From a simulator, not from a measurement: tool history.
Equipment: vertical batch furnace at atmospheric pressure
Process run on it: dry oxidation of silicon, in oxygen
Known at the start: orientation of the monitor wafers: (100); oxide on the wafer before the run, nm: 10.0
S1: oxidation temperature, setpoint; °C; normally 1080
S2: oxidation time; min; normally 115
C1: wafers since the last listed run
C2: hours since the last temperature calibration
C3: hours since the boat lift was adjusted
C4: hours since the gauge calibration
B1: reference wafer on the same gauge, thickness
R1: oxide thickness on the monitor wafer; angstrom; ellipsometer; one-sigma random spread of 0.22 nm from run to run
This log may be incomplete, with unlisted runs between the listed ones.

run 1 day=0 | S1=1080 S2=115 | C1=0 C2=2630 C3=5873.2 C4=37.9 | B1=149.98 | R1=1523.2
run 2 day=0.633 | S1=1095 S2=115 | C1=136 C2=2645.2 C3=5888.4 C4=53.1 | B1=149.98 | R1=1682.1
run 3 day=1.4 | S1=1080 S2=115 | C1=165 C2=2663.6 C3=5906.8 C4=71.5 | B1=149.99 | R1=1529.6
run 4 day=1.904 | S1=1086 S2=115 | C1=108 C2=2675.7 C3=5918.9 C4=83.6 | B1=150.01 | R1=1592.5
run 5 day=2.475 | S1=1086 S2=115 | C1=122 C2=2689.4 C3=5932.6 C4=97.3 | B1=150.04 | R1=1590.3
run 6 day=3.112 | S1=1096 S2=151 | C1=137 C2=2704.7 C3=5947.9 C4=112.6 | B1=150 | R1=1997.5
run 7 day=3.808 | S1=1096 S2=151 | C1=149 C2=2721.4 C3=5964.6 C4=129.3 | B1=150.02 | R1=1996.4
run 8 day=4.196 | S1=1096 S2=151 | C1=83 C2=2730.7 C3=5973.9 C4=138.6 | B1=149.96 | R1=1999.9
run 9 day=4.829 | S1=1080 S2=97 | C1=136 C2=2745.9 C3=5989.1 C4=153.8 | B1=150.01 | R1=1376.8
run 10 day=5.125 | S1=1080 S2=115 | C1=63 C2=2753 C3=5996.2 C4=160.9 | B1=150.02 | R1=1534
-- day=6.425 boat lift adjusted
-- day=6.842 thermocouples replaced and temperature profile calibrated
run 11 day=6.862 | S1=1094 S2=115 | C1=68 C2=0.5 C3=10.5 C4=202.6 | B1=150.01 | R1=1613.1
run 12 day=7.058 | S1=1094 S2=115 | C1=42 C2=5.2 C3=15.2 C4=207.3 | B1=150.02 | R1=1615.2
run 13 day=7.258 | S1=1094 S2=115 | C1=43 C2=10 C3=20 C4=212.1 | B1=150.03 | R1=1614.8
run 14 day=7.725 | S1=1080 S2=115 | C1=100 C2=21.2 C3=31.2 C4=223.3 | B1=150.01 | R1=1462.4
run 15 day=8.008 | S1=1103 S2=63.5 | C1=61 C2=28 C3=38 C4=230.1 | B1=150.01 | R1=1190.7
run 16 day=9.521 | S1=1060 S2=70 | C1=325 C2=64.3 C3=74.3 C4=266.4 | B1=149.97 | R1=923.4
run 17 day=9.975 | S1=1080 S2=131 | C1=97 C2=75.2 C3=85.2 C4=277.3 | B1=149.98 | R1=1590.2
run 18 day=10.317 | S1=1096 S2=80 | C1=73 C2=83.4 C3=93.4 C4=285.5 | B1=150 | R1=1311.4
run 19 day=10.967 | S1=1080 S2=141 | C1=139 C2=99 C3=109 C4=301.1 | B1=149.98 | R1=1660.9
run 20 day=11.729 | S1=1080 S2=115 | C1=164 C2=117.3 C3=127.3 C4=319.4 | B1=149.99 | R1=1466.6
run 21 day=12.429 | S1=1098 S2=69.5 | C1=150 C2=134.1 C3=144.1 C4=336.2 | B1=150 | R1=1220.4
-- day=12.517 gauge calibrated
run 22 day=12.908 | S1=1100 S2=115 | C1=103 C2=145.6 C3=155.6 C4=9.4 | B1=150.04 | R1=1676.1
run 23 day=13.633 | S1=1080 S2=115 | C1=156 C2=163 C3=173 C4=26.8 | B1=150.01 | R1=1468.1
run 24 day=13.992 | S1=1101 S2=149 | C1=77 C2=171.6 C3=181.6 C4=35.4 | B1=149.99 | R1=1977.3
run 25 day=14.462 | S1=1094 S2=115 | C1=101 C2=182.9 C3=192.9 C4=46.7 | B1=149.97 | R1=1618.7
run 26 day=14.933 | S1=1088 S2=99 | C1=101 C2=194.2 C3=204.2 C4=58 | B1=150 | R1=1418.8
run 27 day=15.325 | S1=1056 S2=115 | C1=84 C2=203.6 C3=213.6 C4=67.4 | B1=150.02 | R1=1234.1
run 28 day=15.638 | S1=1080 S2=115 | C1=67 C2=211.1 C3=221.1 C4=74.9 | B1=150 | R1=1467.8
run 29 day=16.246 | S1=1066 S2=115 | C1=131 C2=225.7 C3=235.7 C4=89.5 | B1=150.01 | R1=1328.4

What differs in the tool's unlogged condition from the final listed run ahead of each entry between runs to the first listed run following it?
Run 10 -> run 11: boat lift adjusted (day 6.425); thermocouples replaced and temperature profile calibrated (day 6.842)
  true tube temperature minus thermocouple reading, K: 6.08 -> 0.0649
  the result without the hidden state subtracted from the measured one, R1: +64.7 -> +0.7 angstrom
Run 21 -> run 22: gauge calibrated (day 12.517)
  true tube temperature minus thermocouple reading, K: 0.328 -> 0.35
  the result without the hidden state subtracted from the measured one, R1: +2.6 -> +3.5 angstrom
